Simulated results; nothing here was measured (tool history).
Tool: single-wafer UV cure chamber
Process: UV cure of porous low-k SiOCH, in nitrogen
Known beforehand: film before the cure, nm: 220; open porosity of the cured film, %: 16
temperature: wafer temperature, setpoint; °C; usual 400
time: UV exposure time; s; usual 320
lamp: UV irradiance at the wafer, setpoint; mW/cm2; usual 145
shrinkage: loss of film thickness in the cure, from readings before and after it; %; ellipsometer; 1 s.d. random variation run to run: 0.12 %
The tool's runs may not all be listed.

run,hour,temperature,time,lamp,shrinkage
1,0.0,400,265,118,10.107
2,7.9,400,320,145,11.739
3,23.1,400,320,145,11.824
4,40.9,400,320,145,11.587
5,48.2,400,320,145,11.727
6,58.2,400,320,145,11.630
7,72.5,400,320,145,11.712
8,87.1,400,320,145,11.652
9,100.1,400,320,145,11.654
10,112.6,400,320,145,11.494
11,121.3,400,320,145,11.595
# hour 135.8: quartz window cleaned
12,136.3,400,320,167,13.019
13,147.6,400,320,167,13.051
14,164.7,400,320,145,12.327
15,182.5,415,320,162,13.122
16,194.3,390,495,118,12.960
17,207.6,400,320,145,11.973
18,221.0,384,320,109,10.297
# hour 231.1: UV bulbs replaced
19,232.4,405,130,128,9.629

What will run 20 give?
20,250.4,400,320,145,?

Run 20 produced shrinkage 14.310 %.
If the tool had no hidden condition, the same run with the same run-to-run variation would have returned shrinkage 15.178 %.
